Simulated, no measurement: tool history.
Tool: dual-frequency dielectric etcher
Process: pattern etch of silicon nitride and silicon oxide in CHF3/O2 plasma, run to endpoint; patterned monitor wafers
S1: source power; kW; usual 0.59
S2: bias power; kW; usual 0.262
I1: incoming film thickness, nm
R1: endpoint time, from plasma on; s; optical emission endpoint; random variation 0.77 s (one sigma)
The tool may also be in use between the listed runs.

| run | hour | S1 | S2 | I1 | R1 |
|---|---|---|---|---|---|
| 1 | 0 | 0.59 | 0.313 | 288 | 142 |
| 2 | 86.2 | 0.59 | 0.313 | 287.9 | 142.3 |
| 3 | 173.9 | 0.59 | 0.313 | 290.4 | 145.7 |
|  | 203.6 | wet clean of the chamber |
| 4 | 246.7 | 0.59 | 0.262 | 288.8 | 144.4 |
| 5 | 314.9 | 0.59 | 0.304 | 289.8 | 140.9 |
| 6 | 372.8 | 0.59 | 0.304 | 289 | 143 |
| 7 | 431 | 0.59 | 0.262 | 287 | 147.8 |
| 8 | 536.8 | 0.51 | 0.301 | 288.1 | 150.7 |
| 9 | 600.4 | 0.51 | 0.301 | 289.6 | 154.3 |
|  | 695.6 | wet clean of the chamber |
| 10 | 696.1 | 0.66 | 0.262 | 289.5 | 140.4 |
| 11 | 761.2 | 0.66 | 0.262 | 290.6 | 141.1 |
| 12 | 857 | 0.59 | 0.262 | 290.2 | 149.1 |
| 13 | 924.2 | 0.48 | 0.287 | 290.8 | 157.4 |
|  | 992.2 | bias power generator calibrated |
| 14 | 1027.8 | 0.5 | 0.28 | 289.1 | 156.4 |
| 15 | 1094.8 | 0.66 | 0.31 | 288.6 | 139.8 |
| 16 | 1142.5 | 0.52 | 0.297 | 288.4 | 155.2 |
| 17 | 1185.1 | 0.48 | 0.223 | 290.2 | 172.9 |
|  | 1213.7 | wet clean of the chamber |
|  | 1242.9 | source power generator calibrated |
| 18 | 1268.4 | 0.59 | 0.262 | 288.5 | 146.1 |
| 19 | 1372.8 | 0.7 | 0.32 | 290.7 | 133.5 |
|  | 1412.2 | upper electrode replaced |
| 20 | 1414.5 | 0.51 | 0.291 | 286.7 | 150.5 |
| 21 | 1467.1 | 0.68 | 0.262 | 287.4 | 141.1 |
| 22 | 1538 | 0.54 | 0.279 | 288.3 | 153.9 |
| 23 | 1626 | 0.59 | 0.262 | 288.3 | 152.5 |
|  | 1677.7 | wet clean of the chamber |
| 24 | 1710.5 | 0.59 | 0.262 | 291.4 | 146.5 |
| 25 | 1778 | 0.49 | 0.202 | 289.1 | 167 |

Forecast each of these 5 alternatives for the next run:
| A | 1778.5 | 0.59 | 0.237 | 290.4 | ? |
| B | 1778.5 | 0.59 | 0.219 | 290.4 | ? |
| C | 1778.5 | 0.59 | 0.301 | 290.4 | ? |
| D | 1778.5 | 0.67 | 0.3 | 290.4 | ? |
| E | 1778.5 | 0.54 | 0.262 | 290.4 | ? |

| run | R1 |
|---|---|
| A | 148.9 |
| B | 151.6 |
| C | 140.7 |
| D | 134.6 |
| E | 150.1 |
Without the tool's hidden state the same runs would have given:
| run | R1 |
|---|---|
| A | 148.1 |
| B | 150.7 |
| C | 139.9 |
| D | 133.9 |
| E | 149.2 |
